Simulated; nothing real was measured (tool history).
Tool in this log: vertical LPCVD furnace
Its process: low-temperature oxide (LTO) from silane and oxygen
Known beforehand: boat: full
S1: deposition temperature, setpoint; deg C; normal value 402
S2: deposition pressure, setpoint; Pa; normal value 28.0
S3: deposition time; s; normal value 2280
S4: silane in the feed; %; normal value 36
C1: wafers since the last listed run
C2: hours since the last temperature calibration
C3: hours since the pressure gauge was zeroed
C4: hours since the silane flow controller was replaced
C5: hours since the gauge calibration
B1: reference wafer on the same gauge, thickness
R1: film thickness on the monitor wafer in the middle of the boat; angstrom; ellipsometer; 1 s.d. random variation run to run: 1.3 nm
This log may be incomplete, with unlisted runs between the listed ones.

Run 1, hour 0.0: usual settings; C1 0; C2 932.4; C3 2061.5; C4 1765.5; C5 1243.1; B1 239.05. Result: R1 2734.2 angstrom.
Run 2, hour 70.9: usual settings; C1 1158; C2 1003.3; C3 2132.4; C4 1836.4; C5 1314.0; B1 238.95. Result: R1 2755.0 angstrom.
Run 3, hour 128.6: usual settings but S1 410 deg C; C1 942; C2 1061.0; C3 2190.1; C4 1894.1; C5 1371.7; B1 239.20. Result: R1 3010.8 angstrom.
Run 4, hour 186.8: usual settings but S1 410 deg C; C1 951; C2 1119.2; C3 2248.3; C4 1952.3; C5 1429.9; B1 239.39. Result: R1 2996.2 angstrom.
Run 5, hour 248.9: usual settings but S1 410 deg C; C1 1014; C2 1181.3; C3 2310.4; C4 2014.4; C5 1492.0; B1 238.76. Result: R1 3003.4 angstrom.
Run 6, hour 293.1: usual settings but S2 32.0 Pa; C1 722; C2 1225.5; C3 2354.6; C4 2058.6; C5 1536.2; B1 238.75. Result: R1 3153.6 angstrom.
Run 7, hour 351.4: usual settings but S2 32.0 Pa; C1 952; C2 1283.8; C3 2412.9; C4 2116.9; C5 1594.5; B1 238.89. Result: R1 3162.3 angstrom.
Run 8, hour 404.6: usual settings but S2 32.0 Pa; C1 869; C2 1337.0; C3 2466.1; C4 2170.1; C5 1647.7; B1 238.95. Result: R1 3113.4 angstrom.
Run 9, hour 474.9: usual settings; C1 1148; C2 1407.3; C3 2536.4; C4 2240.4; C5 1718.0; B1 239.13. Result: R1 2741.6 angstrom.
At hour 494.1: gauge calibrated.
Run 10, hour 544.1: usual settings; C1 1130; C2 1476.5; C3 2605.6; C4 2309.6; C5 50.0; B1 239.19. Result: R1 2736.2 angstrom.
Run 11, hour 568.9: usual settings; C1 405; C2 1501.3; C3 2630.4; C4 2334.4; C5 74.8; B1 238.81. Result: R1 2732.2 angstrom.
Run 12, hour 611.3: usual settings; C1 692; C2 1543.7; C3 2672.8; C4 2376.8; C5 117.2; B1 239.18. Result: R1 2733.2 angstrom.
Run 13, hour 661.6: usual settings; C1 821; C2 1594.0; C3 2723.1; C4 2427.1; C5 167.5; B1 239.20. Result: R1 2719.3 angstrom.
Run 14, hour 689.6: usual settings; C1 457; C2 1622.0; C3 2751.1; C4 2455.1; C5 195.5; B1 239.01. Result: R1 2744.4 angstrom.
Run 15, hour 759.0: usual settings but S2 34.0 Pa, S4 34 %; C1 1134; C2 1691.4; C3 2820.5; C4 2524.5; C5 264.9; B1 238.81. Result: R1 3104.9 angstrom.
At hour 794.1: thermocouples replaced and temperature profile calibrated.
Run 16, hour 808.8: usual settings but S3 3120 s; C1 421; C2 14.7; C3 2870.3; C4 2574.3; C5 314.7; B1 239.16. Result: R1 3717.9 angstrom.
Run 17, hour 833.0: usual settings but S4 41 %; C1 395; C2 38.9; C3 2894.5; C4 2598.5; C5 338.9; B1 238.98. Result: R1 3222.8 angstrom.
Run 18, hour 927.1: usual settings; C1 1537; C2 133.0; C3 2988.6; C4 2692.6; C5 433.0; B1 238.83. Result: R1 2720.8 angstrom.
Run 19, hour 975.7: usual settings but S1 409 deg C, S2 23.3 Pa, S4 39 %; C1 794; C2 181.6; C3 3037.2; C4 2741.2; C5 481.6; B1 239.22. Result: R1 2689.9 angstrom.
Run 20, hour 1010.2: usual settings but S1 406 deg C, S3 3120 s; C1 563; C2 216.1; C3 3071.7; C4 2775.7; C5 516.1; B1 239.00. Result: R1 3906.1 angstrom.
At hour 1067.5: pressure gauge zeroed.
Run 21, hour 1068.0: usual settings but S1 394 deg C, S3 1470 s, S4 40 %; C1 552; C2 273.9; C3 0.5; C4 2833.5; C5 573.9; B1 238.76. Result: R1 1960.2 angstrom.
Run 22, hour 1098.6: usual settings; C1 500; C2 304.5; C3 31.1; C4 2864.1; C5 604.5; B1 238.88. Result: R1 2907.1 angstrom.
At hour 1140.1: silane flow controller replaced.
Run 23, hour 1140.6: usual settings but S1 412 deg C, S4 30 %; C1 294; C2 346.5; C3 73.1; C4 0.5; C5 646.5; B1 238.56. Result: R1 2512.1 angstrom.
Run 24, hour 1204.0: usual settings; C1 1036; C2 409.9; C3 136.5; C4 63.9; C5 709.9; B1 239.07. Result: R1 2882.5 angstrom.
Run 25, hour 1253.4: usual settings but S1 392 deg C, S3 1410 s, S4 38 %; C1 807; C2 459.3; C3 185.9; C4 113.3; C5 759.3; B1 239.43. Result: R1 1709.3 angstrom.
Run 26, hour 1318.9: usual settings but S2 34.0 Pa, S4 34 %; C1 1070; C2 524.8; C3 251.4; C4 178.8; C5 824.8; B1 238.93. Result: R1 3207.3 angstrom.
Run 27, hour 1370.5: usual settings but S2 24.7 Pa, S3 2790 s; C1 843; C2 576.4; C3 303.0; C4 230.4; C5 876.4; B1 239.06. Result: R1 3089.9 angstrom.
Run 28, hour 1415.4: usual settings but S2 30.7 Pa; C1 733; C2 621.3; C3 347.9; C4 275.3; C5 921.3; B1 239.19. Result: R1 3129.6 angstrom.
Run 29, hour 1454.7: usual settings; C1 642; C2 660.6; C3 387.2; C4 314.6; C5 960.6; B1 239.02. Result: R1 2859.8 angstrom.
Run 30, hour 1486.3: usual settings; C1 516; C2 692.2; C3 418.8; C4 346.2; C5 992.2; B1 239.19. Result: R1 2862.9 angstrom.
Run 31, hour 1670.8: usual settings; C1 3015; C2 876.7; C3 603.3; C4 530.7; C5 1176.7; B1 239.24. Result: R1 2832.4 angstrom.

Entry by entry between the runs, the difference in hidden state between the last listed run before and the first listed run after:
After run 9, before run 10: gauge calibrated (hour 494.1)
  true pressure minus gauge reading, mTorr: -10.9 -> -11
  measured result minus the result with no hidden state, R1: -150.1 -> -150.6 angstrom
After run 15, before run 16: thermocouples replaced and temperature profile calibrated (hour 794.1)
  no hidden state differs between the two runs
  measured result minus the result with no hidden state, R1: -141.4 -> -208.2 angstrom
After run 20, before run 21: pressure gauge zeroed (hour 1067.5)
  true pressure minus gauge reading, mTorr: -11.2 -> 1.75
  measured result minus the result with no hidden state, R1: -221.0 -> +16.2 angstrom
After run 22, before run 23: silane flow controller replaced (hour 1140.1)
  true pressure minus gauge reading, mTorr: 1.41 -> 0.96
  measured result minus the result with no hidden state, R1: +19.4 -> +11.4 angstrom
